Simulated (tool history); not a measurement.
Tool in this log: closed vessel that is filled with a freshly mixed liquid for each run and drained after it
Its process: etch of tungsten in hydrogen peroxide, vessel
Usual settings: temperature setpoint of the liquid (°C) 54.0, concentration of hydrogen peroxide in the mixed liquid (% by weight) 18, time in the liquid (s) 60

run	day	temperature setpoint of the liquid (°C)	concentration of hydrogen peroxide in the mixed liquid (% by weight)	time in the liquid (s)	wafers since the last listed run	hours since the thermometer was replaced	hours since the peroxide flow meter was replaced	hours since the drum of peroxide was connected	hours since the gauge calibration	read-back film thickness of the tungsten reference wafer, read on the same gauge (nm)	thickness taken off the tungsten on a monitor wafer (nm)
1	0.000	54.0	18	60	0	825.5	1220.3	464.7	425.8	70.02	70.76
2	3.758	54.0	18	60	7199	915.7	1310.5	554.9	516.0	70.02	70.96
3	6.025	54.0	18	60	4341	970.1	1364.9	609.3	570.4	70.01	70.87
4	7.754	54.0	18	60	3312	1011.6	1406.4	650.8	611.9	70.01	71.12
5	11.912	54.0	18	60	7965	1111.4	1506.2	750.6	711.7	69.99	69.79
6	14.729	54.0	18	60	5395	1179.0	1573.8	818.2	779.3	70.00	68.81
7	16.596	54.0	18	60	3575	1223.8	1618.6	863.0	824.1	70.00	69.38
8	20.017	61.5	18	60	6552	1305.9	1700.7	945.1	906.2	69.99	108.65
# day 20.338: thermometer replaced
9	21.662	45.5	18	35	3072	31.8	1740.2	984.6	945.7	70.00	23.75
10	23.225	49.5	14	30	2992	69.3	1777.7	1022.1	983.2	70.00	23.13
# day 27.529: gauge calibrated
11	27.662	62.0	18	45	8499	175.8	1884.2	1128.6	3.2	69.98	81.94
# day 30.179: peroxide flow meter replaced
12	31.029	61.0	23	60	6368	256.6	20.4	1209.4	84.0	69.99	123.32
# day 31.483: new drum of peroxide connected
13	34.421	48.0	16	30	6416	338.0	101.8	70.5	165.4	70.00	24.29
14	36.812	54.0	18	60	4581	395.4	159.2	127.9	222.8	69.99	74.54
15	38.625	54.0	18	60	3471	438.9	202.7	171.4	266.3	69.99	74.32
16	41.925	54.0	18	90	6321	518.1	281.9	250.6	345.5	69.99	111.45

For each entry between runs, how does the tool's hidden state at the last listed run before it compare with that at the first listed run after it?
In the gap between runs 8 and 9: thermometer replaced (day 20.338)
  peroxide flow below the setpoint (%): 10.1 -> 10.3; peroxide weaker than its label (%): 6.13 -> 6.37
  the result without the hidden state subtracted from the measured one, thickness taken off the tungsten on a monitor wafer (nm): -9.61 -> -2.17
In the gap between runs 10 and 11: gauge calibrated (day 27.529)
  peroxide flow below the setpoint (%): 10.5 -> 11.1; peroxide weaker than its label (%): 6.6 -> 7.26
  the result without the hidden state subtracted from the measured one, thickness taken off the tungsten on a monitor wafer (nm): -2.17 -> -8.32
In the gap between runs 11 and 12: peroxide flow meter replaced (day 30.179)
  peroxide flow below the setpoint (%): 11.1 -> 0.521; peroxide weaker than its label (%): 7.26 -> 7.77
  the result without the hidden state subtracted from the measured one, thickness taken off the tungsten on a monitor wafer (nm): -8.32 -> -5.42
In the gap between runs 12 and 13: new drum of peroxide connected (day 31.483)
  peroxide flow below the setpoint (%): 0.521 -> 0.986; peroxide weaker than its label (%): 7.77 -> 1.14
  the result without the hidden state subtracted from the measured one, thickness taken off the tungsten on a monitor wafer (nm): -5.42 -> -0.26

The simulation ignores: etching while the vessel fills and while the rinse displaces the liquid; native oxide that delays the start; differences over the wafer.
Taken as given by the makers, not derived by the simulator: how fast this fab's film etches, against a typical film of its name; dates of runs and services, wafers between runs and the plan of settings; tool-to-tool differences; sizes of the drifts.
